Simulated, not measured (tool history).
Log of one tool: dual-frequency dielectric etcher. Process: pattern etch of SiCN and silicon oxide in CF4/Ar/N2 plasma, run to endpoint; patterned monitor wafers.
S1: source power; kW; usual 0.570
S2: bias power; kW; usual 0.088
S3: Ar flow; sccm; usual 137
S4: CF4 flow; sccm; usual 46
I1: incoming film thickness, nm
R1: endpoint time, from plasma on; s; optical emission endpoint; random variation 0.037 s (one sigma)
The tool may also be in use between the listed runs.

run	hour	S1	S2	S3	S4	I1	R1
1	0.0	0.570	0.088	137	46	13.06	12.0
2	6.4	0.570	0.088	137	46	13.13	12.2
3	14.0	0.570	0.088	112	46	13.09	11.7
4	30.6	0.570	0.088	112	46	12.96	11.6
5	41.3	0.570	0.088	112	46	13.08	11.8
6	51.9	0.570	0.088	137	46	13.02	11.9
7	61.3	0.570	0.088	137	46	13.11	12.0
# hour 85.9: Ar flow controller replaced
# hour 86.3: CF4 flow controller replaced
# hour 100.8: upper electrode replaced
8	101.3	0.570	0.088	137	46	13.06	12.0
9	101.7	0.570	0.088	137	46	13.09	11.9
10	102.7	0.570	0.088	137	46	13.09	12.0
# hour 115.6: bias power generator calibrated
11	121.6	0.460	0.078	127	43	13.16	16.6
12	129.8	0.570	0.095	137	46	13.15	11.5
# hour 138.6: source power generator calibrated
# hour 158.1: wet clean of the chamber
13	158.6	0.570	0.088	137	46	13.18	12.3
14	161.3	0.570	0.088	137	41	13.12	12.6
15	178.9	0.620	0.078	123	46	13.08	11.8
16	191.3	0.570	0.107	137	46	13.10	10.8
17	202.2	0.510	0.097	137	46	13.10	13.0
18	212.6	0.570	0.088	137	46	13.11	12.2
19	220.1	0.690	0.088	137	46	13.10	10.0
20	233.2	0.660	0.101	169	53	13.04	9.5
21	247.8	0.640	0.077	108	41	13.13	11.7
22	254.4	0.570	0.088	137	46	13.18	12.3
23	269.5	0.480	0.088	137	46	13.00	14.6

Forecast each of these 5 alternatives for the next run:
A	269.9	0.450	0.088	137	46	13.01	?
B	269.9	0.630	0.072	111	54	13.01	?
C	269.9	0.570	0.100	137	46	13.01	?
D	269.9	0.570	0.088	148	55	13.01	?
E	269.9	0.650	0.088	123	50	13.01	?

run	R1
A	15.7
B	11.5
C	11.2
D	11.7
E	10.2
Without the tool's hidden state the same runs would have given:
run	R1
A	15.7
B	11.5
C	11.2
D	11.8
E	10.2

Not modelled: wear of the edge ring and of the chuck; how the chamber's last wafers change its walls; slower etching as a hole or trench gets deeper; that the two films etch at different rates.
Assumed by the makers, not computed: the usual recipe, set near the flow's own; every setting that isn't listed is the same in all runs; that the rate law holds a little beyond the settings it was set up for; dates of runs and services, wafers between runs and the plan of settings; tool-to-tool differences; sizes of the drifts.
